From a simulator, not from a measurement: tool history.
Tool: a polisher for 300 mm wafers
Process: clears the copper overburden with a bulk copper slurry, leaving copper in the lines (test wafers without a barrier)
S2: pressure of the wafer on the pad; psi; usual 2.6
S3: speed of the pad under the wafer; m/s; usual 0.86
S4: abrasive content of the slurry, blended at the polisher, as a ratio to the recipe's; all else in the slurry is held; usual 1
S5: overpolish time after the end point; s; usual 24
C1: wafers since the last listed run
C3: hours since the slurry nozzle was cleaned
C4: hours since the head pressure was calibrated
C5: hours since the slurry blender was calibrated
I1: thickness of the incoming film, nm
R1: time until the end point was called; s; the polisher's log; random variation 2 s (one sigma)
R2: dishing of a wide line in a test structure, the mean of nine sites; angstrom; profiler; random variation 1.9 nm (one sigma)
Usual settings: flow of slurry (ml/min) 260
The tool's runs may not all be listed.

{"run": 1, "hour": 0.0, "flow of slurry (ml/min)": 260, "S2": 2.6, "S3": 0.86, "S4": 1.1, "S5": 24, "C1": 0, "wafers polished on this pad": 242, "C3": 534, "C4": 181.3, "C5": 247.7, "I1": 982.5, "R1": 132.2, "R2": 937}
{"hour": 26.8, "done": "slurry blender recalibrated"}
{"run": 2, "hour": 35.0, "flow of slurry (ml/min)": 260, "S2": 2.6, "S3": 0.86, "S4": 1, "S5": 33, "C1": 260, "wafers polished on this pad": 503, "C3": 569, "C4": 216.3, "C5": 8.2, "I1": 1005.6, "R1": 138.3, "R2": 1116}
{"run": 3, "hour": 70.8, "flow of slurry (ml/min)": 260, "S2": 2.6, "S3": 0.86, "S4": 1, "S5": 24, "C1": 282, "wafers polished on this pad": 786, "C3": 604.8, "C4": 252.1, "C5": 44, "I1": 989.3, "R1": 139.1, "R2": 907}
{"run": 4, "hour": 95.4, "flow of slurry (ml/min)": 260, "S2": 2.6, "S3": 0.86, "S4": 1, "S5": 24, "C1": 194, "wafers polished on this pad": 980, "C3": 629.4, "C4": 276.7, "C5": 68.6, "I1": 1013.3, "R1": 143.5, "R2": 915}
{"run": 5, "hour": 122.8, "flow of slurry (ml/min)": 225, "S2": 2.6, "S3": 0.86, "S4": 1, "S5": 24, "C1": 216, "wafers polished on this pad": 1197, "C3": 656.8, "C4": 304.1, "C5": 96, "I1": 991.9, "R1": 144.9, "R2": 873}
{"run": 6, "hour": 142.2, "flow of slurry (ml/min)": 225, "S2": 2.6, "S3": 0.86, "S4": 1, "S5": 24, "C1": 153, "wafers polished on this pad": 1350, "C3": 676.2, "C4": 323.5, "C5": 115.4, "I1": 1009.3, "R1": 152.4, "R2": 896}
{"hour": 175.3, "done": "worn pad replaced by a new one"}
{"run": 7, "hour": 181.1, "flow of slurry (ml/min)": 225, "S2": 2.6, "S3": 0.86, "S4": 1, "S5": 24, "C1": 275, "wafers polished on this pad": 45, "C3": 715.1, "C4": 362.4, "C5": 154.3, "I1": 988.4, "R1": 136.5, "R2": 944}
{"run": 8, "hour": 204.5, "flow of slurry (ml/min)": 225, "S2": 2.6, "S3": 0.76, "S4": 1, "S5": 30, "C1": 184, "wafers polished on this pad": 230, "C3": 738.5, "C4": 385.8, "C5": 177.7, "I1": 998.4, "R1": 158.3, "R2": 975}
{"run": 9, "hour": 249.5, "flow of slurry (ml/min)": 260, "S2": 2.6, "S3": 0.86, "S4": 1, "S5": 24, "C1": 355, "wafers polished on this pad": 586, "C3": 783.5, "C4": 430.8, "C5": 222.7, "I1": 992.9, "R1": 135.6, "R2": 914}
{"run": 10, "hour": 264.0, "flow of slurry (ml/min)": 260, "S2": 2.6, "S3": 0.86, "S4": 1, "S5": 19, "C1": 114, "wafers polished on this pad": 700, "C3": 798, "C4": 445.3, "C5": 237.2, "I1": 989.3, "R1": 137, "R2": 806}
{"hour": 272.3, "done": "slurry blender recalibrated"}
{"run": 11, "hour": 281.7, "flow of slurry (ml/min)": 260, "S2": 2.1, "S3": 0.86, "S4": 1.1, "S5": 24, "C1": 124, "wafers polished on this pad": 824, "C3": 815.7, "C4": 463, "C5": 9.4, "I1": 989.1, "R1": 160.1, "R2": 816}
{"hour": 291.0, "done": "slurry nozzle cleaned"}
{"run": 12, "hour": 317.4, "flow of slurry (ml/min)": 340, "S2": 2.6, "S3": 0.86, "S4": 0.85, "S5": 31, "C1": 274, "wafers polished on this pad": 1099, "C3": 26.4, "C4": 498.7, "C5": 45.1, "I1": 984, "R1": 140.3, "R2": 1061}
{"run": 13, "hour": 332.5, "flow of slurry (ml/min)": 260, "S2": 2.9, "S3": 0.86, "S4": 0.8, "S5": 24, "C1": 119, "wafers polished on this pad": 1218, "C3": 41.5, "C4": 513.8, "C5": 60.2, "I1": 988.5, "R1": 135.6, "R2": 941}
{"run": 14, "hour": 350.5, "flow of slurry (ml/min)": 260, "S2": 2.6, "S3": 0.86, "S4": 1, "S5": 20, "C1": 142, "wafers polished on this pad": 1360, "C3": 59.5, "C4": 531.8, "C5": 78.2, "I1": 991.4, "R1": 146.9, "R2": 788}
{"run": 15, "hour": 378.2, "flow of slurry (ml/min)": 330, "S2": 2.6, "S3": 0.86, "S4": 1, "S5": 12, "C1": 218, "wafers polished on this pad": 1579, "C3": 87.2, "C4": 559.5, "C5": 105.9, "I1": 985.2, "R1": 143.6, "R2": 531}
{"hour": 385.7, "done": "worn pad replaced by a new one"}
{"run": 16, "hour": 408.5, "flow of slurry (ml/min)": 260, "S2": 2.6, "S3": 0.86, "S4": 1, "S5": 24, "C1": 207, "wafers polished on this pad": 180, "C3": 117.5, "C4": 589.8, "C5": 136.2, "I1": 999.4, "R1": 137.1, "R2": 950}
{"run": 17, "hour": 434.8, "flow of slurry (ml/min)": 260, "S2": 2.6, "S3": 1.04, "S4": 0.9, "S5": 16, "C1": 207, "wafers polished on this pad": 388, "C3": 143.8, "C4": 616.1, "C5": 162.5, "I1": 1023.1, "R1": 117.9, "R2": 834}
{"run": 18, "hour": 459.3, "flow of slurry (ml/min)": 230, "S2": 2.2, "S3": 0.86, "S4": 1, "S5": 24, "C1": 193, "wafers polished on this pad": 581, "C3": 168.3, "C4": 640.6, "C5": 187, "I1": 1008.3, "R1": 160.1, "R2": 814}
{"run": 19, "hour": 472.5, "flow of slurry (ml/min)": 260, "S2": 2.6, "S3": 0.86, "S4": 1, "S5": 24, "C1": 104, "wafers polished on this pad": 686, "C3": 181.5, "C4": 653.8, "C5": 200.2, "I1": 1001.8, "R1": 137.7, "R2": 954}
{"hour": 485.7, "done": "head pressure recalibrated"}
{"hour": 492.9, "done": "slurry blender recalibrated"}
{"run": 20, "hour": 504.3, "flow of slurry (ml/min)": 320, "S2": 2.6, "S3": 0.78, "S4": 1, "S5": 14, "C1": 219, "wafers polished on this pad": 905, "C3": 213.3, "C4": 18.6, "C5": 11.4, "I1": 1004, "R1": 153.7, "R2": 584}
{"run": 21, "hour": 525.8, "flow of slurry (ml/min)": 260, "S2": 2.9, "S3": 1.12, "S4": 1, "S5": 24, "C1": 169, "wafers polished on this pad": 1075, "C3": 234.8, "C4": 40.1, "C5": 32.9, "I1": 1015.2, "R1": 101.3, "R2": 1135}
{"run": 22, "hour": 581.0, "flow of slurry (ml/min)": 260, "S2": 2.6, "S3": 0.72, "S4": 0.8, "S5": 15, "C1": 436, "wafers polished on this pad": 1512, "C3": 290, "C4": 95.3, "C5": 88.1, "I1": 993.7, "R1": 185.6, "R2": 528}
{"run": 23, "hour": 595.5, "flow of slurry (ml/min)": 260, "S2": 3.3, "S3": 0.96, "S4": 1.1, "S5": 14, "C1": 114, "wafers polished on this pad": 1626, "C3": 304.5, "C4": 109.8, "C5": 102.6, "I1": 988.7, "R1": 106.4, "R2": 781}
{"run": 24, "hour": 631.2, "flow of slurry (ml/min)": 260, "S2": 2.6, "S3": 0.86, "S4": 1, "S5": 24, "C1": 282, "wafers polished on this pad": 1908, "C3": 340.2, "C4": 145.5, "C5": 138.3, "I1": 984.9, "R1": 153.9, "R2": 885}
{"hour": 643.3, "done": "worn pad replaced by a new one"}
{"run": 25, "hour": 646.4, "flow of slurry (ml/min)": 175, "S2": 2.6, "S3": 0.86, "S4": 1, "S5": 24, "C1": 88, "wafers polished on this pad": 24, "C3": 355.4, "C4": 160.7, "C5": 153.5, "I1": 988.6, "R1": 137.2, "R2": 912}
{"run": 26, "hour": 667.1, "flow of slurry (ml/min)": 200, "S2": 3.2, "S3": 0.86, "S4": 1, "S5": 24, "C1": 163, "wafers polished on this pad": 187, "C3": 376.1, "C4": 181.4, "C5": 174.2, "I1": 997.9, "R1": 120.3, "R2": 1039}
{"run": 27, "hour": 699.0, "flow of slurry (ml/min)": 260, "S2": 2.6, "S3": 0.86, "S4": 1, "S5": 24, "C1": 252, "wafers polished on this pad": 439, "C3": 408, "C4": 213.3, "C5": 206.1, "I1": 1002.1, "R1": 139.5, "R2": 945}
{"hour": 732.6, "done": "slurry blender recalibrated"}
{"run": 28, "hour": 733.1, "flow of slurry (ml/min)": 260, "S2": 2.6, "S3": 0.86, "S4": 1, "S5": 24, "C1": 253, "wafers polished on this pad": 693, "C3": 442.1, "C4": 247.4, "C5": 0.5, "I1": 986.7, "R1": 136.8, "R2": 941}

Forecast each of these 4 alternatives for the next run:
{"run": "A", "hour": 733.6, "flow of slurry (ml/min)": 260, "S2": 2.6, "S3": 0.86, "S4": 1, "S5": 37, "C1": 3, "wafers polished on this pad": 697, "C3": 442.6, "C4": 247.9, "C5": 1, "I1": 1000.5, "R1": "?", "R2": "?"}
{"run": "B", "hour": 733.6, "flow of slurry (ml/min)": 260, "S2": 3.4, "S3": 0.66, "S4": 1, "S5": 24, "C1": 3, "wafers polished on this pad": 697, "C3": 442.6, "C4": 247.9, "C5": 1, "I1": 1000.5, "R1": "?", "R2": "?"}
{"run": "C", "hour": 733.6, "flow of slurry (ml/min)": 175, "S2": 1.8, "S3": 0.86, "S4": 1, "S5": 24, "C1": 3, "wafers polished on this pad": 697, "C3": 442.6, "C4": 247.9, "C5": 1, "I1": 1000.5, "R1": "?", "R2": "?"}
{"run": "D", "hour": 733.6, "flow of slurry (ml/min)": 315, "S2": 3.4, "S3": 0.86, "S4": 1, "S5": 38, "C1": 3, "wafers polished on this pad": 697, "C3": 442.6, "C4": 247.9, "C5": 1, "I1": 1000.5, "R1": "?", "R2": "?"}

run=A R1=138 R2=1165
run=B R1=145.3 R2=909
run=C R1=188.6 R2=713
run=D R1=109.7 R2=1371
Without the tool's hidden state the same runs would have given:
run=A R1=134.8 R2=1179
run=B R1=141.9 R2=923
run=C R1=184.2 R2=724
run=D R1=107.1 R2=1385
